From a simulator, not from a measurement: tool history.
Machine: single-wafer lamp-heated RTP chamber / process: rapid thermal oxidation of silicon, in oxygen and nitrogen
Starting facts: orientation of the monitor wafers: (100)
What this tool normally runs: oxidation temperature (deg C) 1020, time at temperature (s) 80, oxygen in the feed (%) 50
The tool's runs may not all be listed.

| run | day | oxidation temperature (deg C) | time at temperature (s) | oxygen in the feed (%) | read-back reference wafer on the same gauge, thickness | oxide thickness on the monitor wafer (Å) |
|---|---|---|---|---|---|---|
| 1 | 0 | 1020 | 80 | 50 | 7.075 | 66.04 |
| 2 | 1.746 | 1020 | 80 | 50 | 7.076 | 66 |
| 3 | 3.929 | 1020 | 80 | 50 | 7.088 | 66.06 |
| 4 | 6.267 | 1020 | 80 | 60 | 7.086 | 70.29 |
| 5 | 7.729 | 1020 | 80 | 60 | 7.086 | 70.94 |
| 6 | 10.708 | 1011 | 80 | 50 | 7.083 | 62.43 |
| 7 | 12.254 | 1011 | 80 | 50 | 7.08 | 62.58 |
| 8 | 14.408 | 1020 | 80 | 50 | 7.079 | 66.63 |
| 9 | 15.438 | 1020 | 80 | 50 | 7.076 | 66.92 |
|  | 15.942 | gauge calibrated |
| 10 | 18.396 | 1020 | 80 | 50 | 7.08 | 66.83 |
| 11 | 21.112 | 1020 | 80 | 29 | 7.081 | 55.65 |
|  | 21.767 | oxygen flow controller replaced |
| 12 | 22.925 | 1020 | 80 | 62 | 7.084 | 72.74 |
| 13 | 24.429 | 1020 | 65 | 50 | 7.074 | 62.06 |
|  | 27.279 | pyrometer window cleaned and pyrometer calibrated |
| 14 | 27.392 | 1020 | 60 | 76 | 7.082 | 72.25 |
| 15 | 29.292 | 1020 | 65 | 50 | 7.082 | 64.38 |
| 16 | 31.5 | 1046 | 62 | 29 | 7.078 | 62.57 |
| 17 | 32.504 | 1020 | 80 | 50 | 7.084 | 70.49 |
|  | 33.988 | pyrometer window cleaned and pyrometer calibrated, repeated, since the last time left the tool worse |
| 18 | 34.362 | 1046 | 80 | 29 | 7.085 | 64.35 |
| 19 | 36.283 | 1009 | 69 | 25 | 7.079 | 45.09 |
|  | 38.942 | gauge calibrated |
| 20 | 38.983 | 996 | 80 | 30 | 7.072 | 46.59 |
| 21 | 39.992 | 997 | 56 | 24 | 7.082 | 37.87 |
| 22 | 44.229 | 1020 | 80 | 50 | 7.086 | 65.29 |
| 23 | 45.417 | 1045 | 96 | 41 | 7.088 | 78.11 |

Below are 3 alternative next runs, each starting from the tool's condition after run 23. Predict each:
| A | 45.438 | 1020 | 80 | 68 | ? | ? |
| B | 45.438 | 1020 | 97 | 59 | ? | ? |
| C | 45.438 | 1010 | 44 | 36 | ? | ? |

| run | read-back reference wafer on the same gauge, thickness | oxide thickness on the monitor wafer (Å) |
|---|---|---|
| A | 7.084 | 72.96 |
| B | 7.084 | 75.65 |
| C | 7.084 | 42.64 |
Without the tool's hidden state the same runs would have given:
| run | oxide thickness on the monitor wafer (Å) |
|---|---|
| A | 72.1 |
| B | 74.75 |
| C | 42.19 |
